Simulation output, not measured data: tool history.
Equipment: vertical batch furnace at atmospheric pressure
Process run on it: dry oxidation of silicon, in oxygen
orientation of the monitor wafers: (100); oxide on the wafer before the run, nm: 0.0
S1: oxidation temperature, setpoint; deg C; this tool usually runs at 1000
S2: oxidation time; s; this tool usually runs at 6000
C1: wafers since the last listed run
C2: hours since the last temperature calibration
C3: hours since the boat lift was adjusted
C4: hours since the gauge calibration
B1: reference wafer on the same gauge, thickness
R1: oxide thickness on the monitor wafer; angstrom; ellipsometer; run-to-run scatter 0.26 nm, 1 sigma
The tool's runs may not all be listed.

{"run": 1, "hour": 0.0, "S1": 1000, "S2": 6000, "C1": 0, "C2": 3864.7, "C3": 1429.9, "C4": 493.7, "B1": 89.25, "R1": 718.8}
{"run": 2, "hour": 11.6, "S1": 1000, "S2": 6000, "C1": 160, "C2": 3876.3, "C3": 1441.5, "C4": 505.3, "B1": 89.16, "R1": 716.4}
{"run": 3, "hour": 31.5, "S1": 1000, "S2": 6000, "C1": 275, "C2": 3896.2, "C3": 1461.4, "C4": 525.2, "B1": 89.32, "R1": 716.9}
{"run": 4, "hour": 55.5, "S1": 1017, "S2": 6000, "C1": 332, "C2": 3920.2, "C3": 1485.4, "C4": 549.2, "B1": 89.19, "R1": 843.1}
{"run": 5, "hour": 74.9, "S1": 1017, "S2": 6000, "C1": 268, "C2": 3939.6, "C3": 1504.8, "C4": 568.6, "B1": 89.24, "R1": 839.6}
{"run": 6, "hour": 90.5, "S1": 1000, "S2": 6000, "C1": 216, "C2": 3955.2, "C3": 1520.4, "C4": 584.2, "B1": 89.1, "R1": 713.7}
{"run": 7, "hour": 108.3, "S1": 1000, "S2": 6000, "C1": 246, "C2": 3973.0, "C3": 1538.2, "C4": 602.0, "B1": 89.17, "R1": 709.9}
{"run": 8, "hour": 133.0, "S1": 1000, "S2": 6000, "C1": 342, "C2": 3997.7, "C3": 1562.9, "C4": 626.7, "B1": 89.21, "R1": 720.4}
{"run": 9, "hour": 156.0, "S1": 1000, "S2": 6000, "C1": 318, "C2": 4020.7, "C3": 1585.9, "C4": 649.7, "B1": 89.1, "R1": 710.1}
{"run": 10, "hour": 172.9, "S1": 1000, "S2": 6000, "C1": 234, "C2": 4037.6, "C3": 1602.8, "C4": 666.6, "B1": 89.23, "R1": 711.0}
{"run": 11, "hour": 184.5, "S1": 1000, "S2": 4590, "C1": 160, "C2": 4049.2, "C3": 1614.4, "C4": 678.2, "B1": 89.18, "R1": 595.5}
{"run": 12, "hour": 195.5, "S1": 1000, "S2": 7080, "C1": 152, "C2": 4060.2, "C3": 1625.4, "C4": 689.2, "B1": 89.21, "R1": 802.7}
{"run": 13, "hour": 209.7, "S1": 1000, "S2": 7080, "C1": 196, "C2": 4074.4, "C3": 1639.6, "C4": 703.4, "B1": 89.26, "R1": 798.9}
{"run": 14, "hour": 221.4, "S1": 982, "S2": 6000, "C1": 162, "C2": 4086.1, "C3": 1651.3, "C4": 715.1, "B1": 89.24, "R1": 604.6}
{"run": 15, "hour": 245.3, "S1": 1000, "S2": 6000, "C1": 331, "C2": 4110.0, "C3": 1675.2, "C4": 739.0, "B1": 89.18, "R1": 717.9}
{"run": 16, "hour": 262.3, "S1": 1000, "S2": 6000, "C1": 235, "C2": 4127.0, "C3": 1692.2, "C4": 756.0, "B1": 89.16, "R1": 709.9}
{"run": 17, "hour": 275.2, "S1": 1018, "S2": 6000, "C1": 178, "C2": 4139.9, "C3": 1705.1, "C4": 768.9, "B1": 89.2, "R1": 848.2}
{"hour": 306.0, "done": "thermocouples replaced and temperature profile calibrated"}
{"hour": 313.3, "done": "boat lift adjusted"}
{"run": 18, "hour": 313.8, "S1": 1008, "S2": 4110, "C1": 101, "C2": 7.8, "C3": 0.5, "C4": 807.5, "B1": 89.17, "R1": 630.5}
{"run": 19, "hour": 333.8, "S1": 1008, "S2": 4170, "C1": 277, "C2": 27.8, "C3": 20.5, "C4": 827.5, "B1": 89.23, "R1": 631.7}
{"run": 20, "hour": 364.7, "S1": 981, "S2": 8250, "C1": 428, "C2": 58.7, "C3": 51.4, "C4": 858.4, "B1": 89.17, "R1": 779.3}
{"run": 21, "hour": 379.3, "S1": 1012, "S2": 7770, "C1": 202, "C2": 73.3, "C3": 66.0, "C4": 873.0, "B1": 89.16, "R1": 992.2}
{"run": 22, "hour": 395.7, "S1": 994, "S2": 7770, "C1": 227, "C2": 89.7, "C3": 82.4, "C4": 889.4, "B1": 89.22, "R1": 837.2}
{"run": 23, "hour": 413.5, "S1": 1014, "S2": 8790, "C1": 246, "C2": 107.5, "C3": 100.2, "C4": 907.2, "B1": 89.18, "R1": 1088.3}
{"run": 24, "hour": 432.1, "S1": 1000, "S2": 6000, "C1": 257, "C2": 126.1, "C3": 118.8, "C4": 925.8, "B1": 89.21, "R1": 742.6}
{"hour": 435.6, "done": "gauge calibrated"}
{"run": 25, "hour": 442.1, "S1": 1015, "S2": 8910, "C1": 138, "C2": 136.1, "C3": 128.8, "C4": 6.5, "B1": 89.14, "R1": 1113.2}
{"run": 26, "hour": 451.4, "S1": 1017, "S2": 6000, "C1": 128, "C2": 145.4, "C3": 138.1, "C4": 15.8, "B1": 89.26, "R1": 876.5}
{"run": 27, "hour": 463.2, "S1": 1000, "S2": 6000, "C1": 163, "C2": 157.2, "C3": 149.9, "C4": 27.6, "B1": 89.18, "R1": 739.0}
{"run": 28, "hour": 475.1, "S1": 1000, "S2": 6000, "C1": 164, "C2": 169.1, "C3": 161.8, "C4": 39.5, "B1": 89.2, "R1": 738.5}
{"run": 29, "hour": 493.5, "S1": 981, "S2": 6000, "C1": 254, "C2": 187.5, "C3": 180.2, "C4": 57.9, "B1": 89.17, "R1": 621.9}
{"run": 30, "hour": 511.7, "S1": 1011, "S2": 7860, "C1": 252, "C2": 205.7, "C3": 198.4, "C4": 76.1, "B1": 89.21, "R1": 990.0}
{"run": 31, "hour": 532.0, "S1": 1000, "S2": 6000, "C1": 281, "C2": 226.0, "C3": 218.7, "C4": 96.4, "B1": 89.32, "R1": 740.8}
{"run": 32, "hour": 555.1, "S1": 1000, "S2": 6000, "C1": 320, "C2": 249.1, "C3": 241.8, "C4": 119.5, "B1": 89.21, "R1": 731.9}
{"run": 33, "hour": 566.5, "S1": 977, "S2": 4290, "C1": 157, "C2": 260.5, "C3": 253.2, "C4": 130.9, "B1": 89.21, "R1": 474.5}
{"run": 34, "hour": 585.6, "S1": 1000, "S2": 3870, "C1": 264, "C2": 279.6, "C3": 272.3, "C4": 150.0, "B1": 89.15, "R1": 548.3}
{"run": 35, "hour": 596.3, "S1": 1023, "S2": 6000, "C1": 148, "C2": 290.3, "C3": 283.0, "C4": 160.7, "B1": 89.2, "R1": 911.4}
{"run": 36, "hour": 643.4, "S1": 1015, "S2": 8910, "C1": 652, "C2": 337.4, "C3": 330.1, "C4": 207.8, "B1": 89.16, "R1": 1110.3}
{"run": 37, "hour": 654.9, "S1": 1012, "S2": 3540, "C1": 159, "C2": 348.9, "C3": 341.6, "C4": 219.3, "B1": 89.17, "R1": 577.5}
{"run": 38, "hour": 672.4, "S1": 987, "S2": 3540, "C1": 242, "C2": 366.4, "C3": 359.1, "C4": 236.8, "B1": 89.21, "R1": 452.3}

Predict each of these 5 candidate next runs independently; none follows another, all start after run 38:
{"run": "A", "hour": 678.3, "S1": 1000, "S2": 6000, "C1": 81, "C2": 372.3, "C3": 365.0, "C4": 242.7, "B1": "?", "R1": "?"}
{"run": "B", "hour": 678.3, "S1": 989, "S2": 4620, "C1": 81, "C2": 372.3, "C3": 365.0, "C4": 242.7, "B1": "?", "R1": "?"}
{"run": "C", "hour": 678.3, "S1": 1011, "S2": 4380, "C1": 81, "C2": 372.3, "C3": 365.0, "C4": 242.7, "B1": "?", "R1": "?"}
{"run": "D", "hour": 678.3, "S1": 992, "S2": 3480, "C1": 81, "C2": 372.3, "C3": 365.0, "C4": 242.7, "B1": "?", "R1": "?"}
{"run": "E", "hour": 678.3, "S1": 1012, "S2": 7650, "C1": 81, "C2": 372.3, "C3": 365.0, "C4": 242.7, "B1": "?", "R1": "?"}

run=A B1=89.25 R1=729.5
run=B B1=89.25 R1=548.3
run=C B1=89.25 R1=656.8
run=D B1=89.25 R1=468.0
run=E B1=89.25 R1=966.4
The same runs, with their run-to-run variation unchanged, on a tool lacking any hidden condition would have given:
run=A R1=744.4
run=B R1=559.1
run=C R1=669.7
run=D R1=477.7
run=E R1=984.8
